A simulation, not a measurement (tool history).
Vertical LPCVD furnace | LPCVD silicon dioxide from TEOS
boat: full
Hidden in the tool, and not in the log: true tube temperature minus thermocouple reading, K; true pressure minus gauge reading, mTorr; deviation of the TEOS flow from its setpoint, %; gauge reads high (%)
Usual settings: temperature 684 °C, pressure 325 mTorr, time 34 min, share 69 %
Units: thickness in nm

run,hour,temperature,pressure,time,share,wafers since the last listed run,hours since the last temperature calibration,hours since the pressure gauge was zeroed,hours since the TEOS flow controller was replaced,hours since the gauge calibration,"read-back reference wafer on the same gauge, thickness",thickness
1,0,692,325,34,63,0,3864.2,3638.7,5114.3,58.6,185.96,243.24
2,98.7,692,325,34,63,1262,3962.9,3737.4,5213,157.3,186.05,244.1
3,131.2,684,325,28.5,69,415,3995.4,3769.9,5245.5,189.8,185.92,177.47
4,189.8,689,375,34,69,749,4054,3828.5,5304.1,248.4,185.89,251.75
5,217.9,684,325,34,69,359,4082.1,3856.6,5332.2,276.5,185.68,212.41
6,244.8,684,325,34,69,344,4109,3883.5,5359.1,303.4,186.44,209.28
7,275.9,684,305,34,69,397,4140.1,3914.6,5390.2,334.5,186.34,202.31
# hour 351.3: thermocouples replaced and temperature profile calibrated
8,380.2,681,325,34,69,1027,28.9,4018.9,5494.5,438.8,186.09,174.83
# hour 415.3: TEOS flow controller replaced
9,415.8,681,325,34,69,148,64.5,4054.5,0.5,474.4,186.02,176.21
10,435.7,681,325,34,69,254,84.4,4074.4,20.4,494.3,185.56,176.3
# hour 463.1: pressure gauge zeroed
11,463.6,684,325,34,69,49,112.3,0.5,48.3,522.2,185.87,188.97
12,468.6,674,265,30,64,63,117.3,5.5,53.3,527.2,185.94,113.43
13,490.2,684,325,34,69,276,138.9,27.1,74.9,548.8,186.01,191.04
14,514.3,694,385,34,80,308,163,51.2,99,572.9,185.72,282.56
15,527.8,684,325,34,69,172,176.5,64.7,112.5,586.4,185.86,189.45
16,554,684,385,22,79,335,202.7,90.9,138.7,612.6,186.09,142.64
17,571.4,684,400,26,69,222,220.1,108.3,156.1,630,186.12,161.37
18,594.9,680,405,34,82,300,243.6,131.8,179.6,653.5,185.74,211.24
19,623.7,684,375,39.5,69,368,272.4,160.6,208.4,682.3,186.27,237.66
# hour 636.1: gauge calibrated
20,658.2,684,325,34,69,441,306.9,195.1,242.9,22.1,185.9,190.38
21,680.2,681,325,34,69,281,328.9,217.1,264.9,44.1,185.76,178.49
22,713.5,684,350,25.5,69,426,362.2,250.4,298.2,77.4,185.95,150.05
23,725.6,687,290,42.5,69,154,374.3,262.5,310.3,89.5,186.12,245.13
24,748.6,694,325,20.5,69,294,397.3,285.5,333.3,112.5,186.23,147.01
25,762.7,684,260,43,69,180,411.4,299.6,347.4,126.6,185.88,218.17
26,795.5,690,325,34,69,419,444.2,332.4,380.2,159.4,186.09,222.87
27,819.8,684,325,34,69,310,468.5,356.7,404.5,183.7,186.06,191.52
28,838.7,675,325,21,63,241,487.4,375.6,423.4,202.6,186.16,91.57
29,852.5,684,325,34,62,176,501.2,389.4,437.2,216.4,186.02,181.98
30,884.5,684,325,34,69,409,533.2,421.4,469.2,248.4,185.89,193.32

Forecast each of these 5 alternatives for the next run:
A,889.6,684,255,34,69,65,538.3,426.5,474.3,253.5,?,?
B,889.6,690,325,39.5,58,65,538.3,426.5,474.3,253.5,?,?
C,889.6,691,405,34,69,65,538.3,426.5,474.3,253.5,?,?
D,889.6,684,325,34,77,65,538.3,426.5,474.3,253.5,?,?
E,889.6,672,265,47,81,65,538.3,426.5,474.3,253.5,?,?

run,"read-back reference wafer on the same gauge, thickness",thickness
A,186.21,172.26
B,186.21,238.97
C,186.21,256.44
D,186.21,205.43
E,186.21,196.53
Without the tool's hidden state the same runs would have given:
run,thickness
A,166.13
B,230.58
C,247.46
D,198.13
E,189.36
